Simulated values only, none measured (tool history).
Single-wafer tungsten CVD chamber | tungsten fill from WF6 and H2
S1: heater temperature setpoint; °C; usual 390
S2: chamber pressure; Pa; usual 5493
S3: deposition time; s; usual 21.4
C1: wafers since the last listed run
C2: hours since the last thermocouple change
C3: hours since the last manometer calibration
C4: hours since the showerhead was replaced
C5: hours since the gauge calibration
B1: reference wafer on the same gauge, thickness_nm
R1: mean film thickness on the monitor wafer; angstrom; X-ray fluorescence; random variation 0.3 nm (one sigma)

| run | hour | S1 | S2 | S3 | C1 | C2 | C3 | C4 | C5 | B1 | R1 |
|---|---|---|---|---|---|---|---|---|---|---|---|
| 1 | 0.0 | 390 | 5493 | 21.4 | 0 | 1147.1 | 1245.8 | 4333.7 | 560.5 | 61.847 | 546.69 |
| 2 | 54.8 | 390 | 5493 | 21.4 | 821 | 1201.9 | 1300.6 | 4388.5 | 615.3 | 61.810 | 549.73 |
| 3 | 124.4 | 390 | 5493 | 21.4 | 1043 | 1271.5 | 1370.2 | 4458.1 | 684.9 | 61.817 | 557.90 |
| 4 | 192.0 | 390 | 6479 | 21.4 | 1013 | 1339.1 | 1437.8 | 4525.7 | 752.5 | 61.889 | 622.91 |
| 5 | 240.0 | 399 | 5493 | 21.4 | 719 | 1387.1 | 1485.8 | 4573.7 | 800.5 | 61.783 | 666.71 |
| 6 | 276.9 | 399 | 5493 | 21.4 | 553 | 1424.0 | 1522.7 | 4610.6 | 837.4 | 61.816 | 668.95 |
| 7 | 303.8 | 399 | 5493 | 21.4 | 403 | 1450.9 | 1549.6 | 4637.5 | 864.3 | 61.753 | 659.65 |
| 8 | 340.7 | 390 | 4946 | 21.4 | 553 | 1487.8 | 1586.5 | 4674.4 | 901.2 | 61.915 | 505.54 |
| 9 | 505.4 | 390 | 4946 | 21.4 | 2470 | 1652.5 | 1751.2 | 4839.1 | 1065.9 | 61.840 | 500.98 |
| 10 | 571.8 | 390 | 4946 | 21.4 | 995 | 1718.9 | 1817.6 | 4905.5 | 1132.3 | 61.862 | 503.98 |
|  | 615.1 | gauge calibrated |
| 11 | 634.8 | 390 | 4293 | 24.8 | 944 | 1781.9 | 1880.6 | 4968.5 | 19.7 | 61.779 | 504.60 |
| 12 | 665.8 | 395 | 5973 | 19.0 | 464 | 1812.9 | 1911.6 | 4999.5 | 50.7 | 61.781 | 575.03 |
| 13 | 703.9 | 404 | 5013 | 17.9 | 571 | 1851.0 | 1949.7 | 5037.6 | 88.8 | 61.798 | 569.00 |
|  | 735.7 | showerhead replaced, of another model than before |
| 14 | 736.2 | 390 | 6653 | 21.4 | 364 | 1883.3 | 1982.0 | 0.5 | 121.1 | 61.698 | 617.47 |
|  | 776.6 | capacitance manometer re-zeroed and calibrated |
|  | 781.7 | thermocouple changed; heater temperature recalibrated |
| 15 | 782.2 | 380 | 4293 | 19.7 | 492 | 0.5 | 5.6 | 46.5 | 167.1 | 61.822 | 385.80 |
| 16 | 836.1 | 377 | 4973 | 24.5 | 808 | 54.4 | 59.5 | 100.4 | 221.0 | 61.768 | 484.66 |
| 17 | 901.1 | 386 | 5493 | 24.7 | 974 | 119.4 | 124.5 | 165.4 | 286.0 | 61.817 | 620.03 |
| 18 | 954.2 | 380 | 4293 | 19.7 | 796 | 172.5 | 177.6 | 218.5 | 339.1 | 61.784 | 388.46 |
| 19 | 1008.6 | 376 | 4373 | 21.4 | 815 | 226.9 | 232.0 | 272.9 | 393.5 | 61.858 | 377.49 |
| 20 | 1044.1 | 390 | 5493 | 21.4 | 532 | 262.4 | 267.5 | 308.4 | 429.0 | 61.841 | 586.72 |

Some steps in R1 between neighbouring runs. How much of each would the tool show without its hidden state too (settings, what came in, random variation), and how much is left for the hidden state, with any gauge scatter that isn't in both results?
The hidden state here: wafer temperature above the value expected at the setpoint (K); true pressure above the setpoint (%); gauge reads high (%).
Run 13 -> 14: S1 404 -> 390, S2 5013 -> 6653, S3 17.9 -> 21.4, showerhead replaced, of another model than before. R1 +48.47 angstrom: hidden state +19.14, all else +29.33.
Run 14 -> 15: S1 390 -> 380, S2 6653 -> 4293, S3 21.4 -> 19.7, capacitance manometer re-zeroed and calibrated, thermocouple changed; heater temperature recalibrated. R1 -231.67 angstrom: hidden state +27.94, all else -259.61.
Run 17 -> 18: S1 386 -> 380, S2 5493 -> 4293, S3 24.7 -> 19.7. R1 -231.57 angstrom: hidden state +0.15, all else -231.72.

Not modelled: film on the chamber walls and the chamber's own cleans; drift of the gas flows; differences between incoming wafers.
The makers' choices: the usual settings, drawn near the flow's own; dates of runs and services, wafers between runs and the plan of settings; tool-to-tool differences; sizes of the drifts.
